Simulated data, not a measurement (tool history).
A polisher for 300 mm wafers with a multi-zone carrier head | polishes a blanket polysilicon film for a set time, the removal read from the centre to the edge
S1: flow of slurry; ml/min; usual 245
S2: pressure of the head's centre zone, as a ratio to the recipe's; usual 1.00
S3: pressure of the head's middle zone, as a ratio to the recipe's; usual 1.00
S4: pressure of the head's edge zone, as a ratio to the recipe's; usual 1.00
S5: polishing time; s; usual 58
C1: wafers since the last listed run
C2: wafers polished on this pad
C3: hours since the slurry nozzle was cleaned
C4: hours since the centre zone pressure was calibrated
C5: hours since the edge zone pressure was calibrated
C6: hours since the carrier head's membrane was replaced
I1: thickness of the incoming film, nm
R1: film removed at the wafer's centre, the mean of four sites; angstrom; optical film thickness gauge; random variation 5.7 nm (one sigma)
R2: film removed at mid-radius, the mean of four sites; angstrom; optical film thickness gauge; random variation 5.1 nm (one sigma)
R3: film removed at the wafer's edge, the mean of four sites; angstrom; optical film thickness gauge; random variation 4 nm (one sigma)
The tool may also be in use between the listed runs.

Run 1, hour 0.0: usual settings but S2 1.07, S3 0.94; C1 0; C2 5103; C3 39.1; C4 544.4; C5 508.4; C6 819.8; I1 2140.9. Result: R1 4588 angstrom, R2 3959 angstrom, R3 4296 angstrom.
Run 2, hour 43.0: usual settings but S5 44 s; C1 500; C2 5604; C3 82.1; C4 587.4; C5 551.4; C6 862.8; I1 2088.2. Result: R1 3230 angstrom, R2 3137 angstrom, R3 3210 angstrom.
Run 3, hour 80.0: usual settings; C1 431; C2 6035; C3 119.1; C4 624.4; C5 588.4; C6 899.8; I1 2107.6. Result: R1 4095 angstrom, R2 4106 angstrom, R3 4258 angstrom.
At hour 99.3: carrier head's membrane replaced by a new one.
Run 4, hour 155.2: usual settings but S5 68 s; C1 817; C2 6852; C3 194.3; C4 699.6; C5 663.6; C6 55.9; I1 2125.7. Result: R1 4770 angstrom, R2 4686 angstrom, R3 4819 angstrom.
At hour 196.1: edge zone pressure recalibrated.
Run 5, hour 200.9: usual settings; C1 509; C2 7361; C3 240.0; C4 745.3; C5 4.8; C6 101.6; I1 2072.5. Result: R1 4066 angstrom, R2 3914 angstrom, R3 4089 angstrom.
Run 6, hour 284.2: usual settings but S1 195 ml/min, S2 1.09; C1 970; C2 8332; C3 323.3; C4 828.6; C5 88.1; C6 184.9; I1 2094.9. Result: R1 4059 angstrom, R2 3742 angstrom, R3 3927 angstrom.
Run 7, hour 383.0: usual settings but S4 1.07; C1 1150; C2 9483; C3 422.1; C4 927.4; C5 186.9; C6 283.7; I1 2058.3. Result: R1 3737 angstrom, R2 3753 angstrom, R3 3994 angstrom.
At hour 446.0: worn pad replaced by a new one.
Run 8, hour 446.5: usual settings but S2 1.12, S3 0.92, S5 72 s; C1 693; C2 6; C3 485.6; C4 990.9; C5 250.4; C6 347.2; I1 2112.9. Result: R1 5792 angstrom, R2 5010 angstrom, R3 5414 angstrom.
Run 9, hour 496.8: usual settings but S1 180 ml/min, S2 0.89; C1 585; C2 592; C3 535.9; C4 1041.2; C5 300.7; C6 397.5; I1 2128.8. Result: R1 3552 angstrom, R2 3959 angstrom, R3 4207 angstrom.
Run 10, hour 573.1: usual settings but S2 0.97, S3 1.06, S5 66 s; C1 888; C2 1481; C3 612.2; C4 1117.5; C5 377.0; C6 473.8; I1 2102.2. Result: R1 4647 angstrom, R2 4966 angstrom, R3 4875 angstrom.
At hour 845.4: slurry nozzle cleaned.
At hour 850.8: centre zone pressure recalibrated.
Run 11, hour 875.3: usual settings; C1 3485; C2 4966; C3 29.9; C4 24.5; C5 679.2; C6 776.0; I1 2090.5. Result: R1 4264 angstrom, R2 4158 angstrom, R3 4293 angstrom.
At hour 887.7: edge zone pressure recalibrated.
At hour 935.5: carrier head's membrane replaced by a new one.
Run 12, hour 979.7: usual settings but S5 63 s; C1 1134; C2 6101; C3 134.3; C4 128.9; C5 92.0; C6 44.2; I1 2109.6. Result: R1 4554 angstrom, R2 4486 angstrom, R3 4571 angstrom.
Run 13, hour 1016.5: usual settings; C1 428; C2 6529; C3 171.1; C4 165.7; C5 128.8; C6 81.0; I1 2078.5. Result: R1 4161 angstrom, R2 4155 angstrom, R3 4163 angstrom.
Run 14, hour 1284.6: usual settings but S3 0.92, S5 40 s; C1 3123; C2 9653; C3 439.2; C4 433.8; C5 396.9; C6 349.1; I1 2095.6. Result: R1 2627 angstrom, R2 2471 angstrom, R3 2645 angstrom.
At hour 1340.1: worn pad replaced by a new one.
Run 15, hour 1375.9: usual settings but S2 0.94, S4 1.08, S5 46 s; C1 1016; C2 417; C3 530.5; C4 525.1; C5 488.2; C6 440.4; I1 2092.3. Result: R1 3220 angstrom, R2 3353 angstrom, R3 3603 angstrom.
Run 16, hour 1482.3: usual settings; C1 1239; C2 1657; C3 636.9; C4 631.5; C5 594.6; C6 546.8; I1 2071.7. Result: R1 4272 angstrom, R2 4224 angstrom, R3 4349 angstrom.
At hour 1629.1: edge zone pressure recalibrated.
At hour 1726.5: slurry nozzle cleaned.
Run 17, hour 1784.8: usual settings but S1 180 ml/min, S2 0.88, S4 0.95, S5 65 s; C1 3488; C2 5145; C3 58.3; C4 934.0; C5 155.7; C6 849.3; I1 2101.4. Result: R1 3937 angstrom, R2 4425 angstrom, R3 4448 angstrom.
Run 18, hour 1892.7: usual settings but S3 1.04, S4 0.97; C1 1256; C2 6402; C3 166.2; C4 1041.9; C5 263.6; C6 957.2; I1 2076.3. Result: R1 4048 angstrom, R2 4162 angstrom, R3 4085 angstrom.
Run 19, hour 1946.7: usual settings; C1 629; C2 7031; C3 220.2; C4 1095.9; C5 317.6; C6 1011.2; I1 2087.8. Result: R1 3982 angstrom, R2 3939 angstrom, R3 4145 angstrom.
At hour 1994.7: centre zone pressure recalibrated.
At hour 2005.5: carrier head's membrane replaced by a new one.
At hour 2035.5: worn pad replaced by a new one.
Run 20, hour 2041.6: usual settings but S1 310 ml/min, S4 0.91, S5 76 s; C1 977; C2 71; C3 315.1; C4 46.9; C5 412.5; C6 36.1; I1 2109.8. Result: R1 5821 angstrom, R2 5659 angstrom, R3 5664 angstrom.
Run 21, hour 2122.1: usual settings but S2 1.08; C1 937; C2 1009; C3 395.6; C4 127.4; C5 493.0; C6 116.6; I1 2138.5. Result: R1 4713 angstrom, R2 4205 angstrom, R3 4385 angstrom.

5 ways to go on from here, each from the tool as it stands after run 21. What would each give?
Run A, hour 2122.5: usual settings but S2 0.91; C1 4; C2 1013; C3 396.0; C4 127.8; C5 493.4; C6 117.0; I1 2098.6. Result: R1 ?, R2 ?, R3 ?.
Run B, hour 2122.5: usual settings but S2 0.88; C1 4; C2 1013; C3 396.0; C4 127.8; C5 493.4; C6 117.0; I1 2098.6. Result: R1 ?, R2 ?, R3 ?.
Run C, hour 2122.5: usual settings but S5 65 s; C1 4; C2 1013; C3 396.0; C4 127.8; C5 493.4; C6 117.0; I1 2098.6. Result: R1 ?, R2 ?, R3 ?.
Run D, hour 2122.5: usual settings but S3 0.95; C1 4; C2 1013; C3 396.0; C4 127.8; C5 493.4; C6 117.0; I1 2098.6. Result: R1 ?, R2 ?, R3 ?.
Run E, hour 2122.5: usual settings but S1 220 ml/min, S2 1.05, S5 45 s; C1 4; C2 1013; C3 396.0; C4 127.8; C5 493.4; C6 117.0; I1 2098.6. Result: R1 ?, R2 ?, R3 ?.

run    R1    R2    R3
  A  3936  4302  4351
  B  3805  4302  4351
  C  4851  4819  4877
  D  4328  4164  4354
  E  3458  3276  3332
Without the tool's hidden state the same runs would have given:
run    R1    R2    R3
  A  4070  4437  4462
  B  3935  4438  4462
  C  5016  4970  5001
  D  4475  4295  4465
  E  3588  3389  3423
